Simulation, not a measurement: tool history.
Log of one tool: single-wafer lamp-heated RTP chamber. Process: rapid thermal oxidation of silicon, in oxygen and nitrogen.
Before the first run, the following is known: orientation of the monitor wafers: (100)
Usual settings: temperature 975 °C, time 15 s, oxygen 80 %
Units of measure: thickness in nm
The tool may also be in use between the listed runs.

run,day,temperature,time,oxygen,wafers since the last listed run,wafers since the last pyrometer calibration,hours since the oxygen flow controller was replaced,hours since the gauge calibration,"read-back reference wafer on the same gauge, thickness",thickness
1,0.000,975,15,80,0,259,4196.9,611.4,2.870,2.694
2,2.146,975,15,80,290,549,4248.4,662.9,2.870,2.692
3,6.438,975,15,80,580,1129,4351.4,765.9,2.869,2.706
4,9.142,962,15,98,365,1494,4416.3,830.8,2.870,2.653
5,12.625,962,15,98,470,1965,4499.9,914.4,2.871,2.657
# day 13.417: pyrometer window cleaned and pyrometer calibrated
6,15.808,962,15,98,385,323,4576.3,990.8,2.869,2.633
7,18.450,975,15,80,357,680,4639.7,1054.2,2.870,2.693
8,19.996,975,15,80,208,889,4676.8,1091.3,2.870,2.693
9,21.775,975,15,80,240,1129,4719.5,1134.0,2.870,2.708
# day 22.888: oxygen flow controller replaced
10,23.896,975,15,80,241,1371,24.2,1184.9,2.870,2.709
# day 25.446: gauge calibrated
11,26.808,992,17,80,393,1765,94.1,32.7,2.871,3.076
# day 29.221: pyrometer window cleaned and pyrometer calibrated
12,30.671,1002,15,98,476,196,186.8,125.4,2.870,3.297
13,34.654,975,15,80,538,734,282.4,221.0,2.870,2.694
14,38.746,949,9,98,553,1287,380.6,319.2,2.869,2.236
15,40.725,975,15,80,267,1554,428.1,366.7,2.871,2.704
16,44.279,975,15,80,480,2035,513.4,452.0,2.871,2.709
# day 47.454: pyrometer window cleaned and pyrometer calibrated
17,48.429,951,15,67,515,131,613.0,551.6,2.870,2.360
18,51.779,975,15,80,452,584,693.4,632.0,2.870,2.695
19,55.738,949,20,51,535,1119,788.4,727.0,2.870,2.405
20,61.888,952,8,98,831,1950,936.0,874.6,2.870,2.215
# day 64.267: pyrometer window cleaned and pyrometer calibrated
21,65.038,975,15,69,380,104,1011.6,950.2,2.871,2.611

Each row is a separate what-if for the run after 21, all from the same tool condition, not one after another. Results?
A,65.058,975,15,80,2,107,1012.1,950.7,?,?
B,65.058,1000,18,65,2,107,1012.1,950.7,?,?
C,65.058,975,19,80,2,107,1012.1,950.7,?,?
D,65.058,994,15,80,2,107,1012.1,950.7,?,?

run,"read-back reference wafer on the same gauge, thickness",thickness
A,2.870,2.690
B,2.870,3.090
C,2.870,2.885
D,2.870,2.973
Stripped of hidden state, with their random variation kept, the same runs would have yielded:
run,thickness
A,2.684
B,3.082
C,2.878
D,2.965
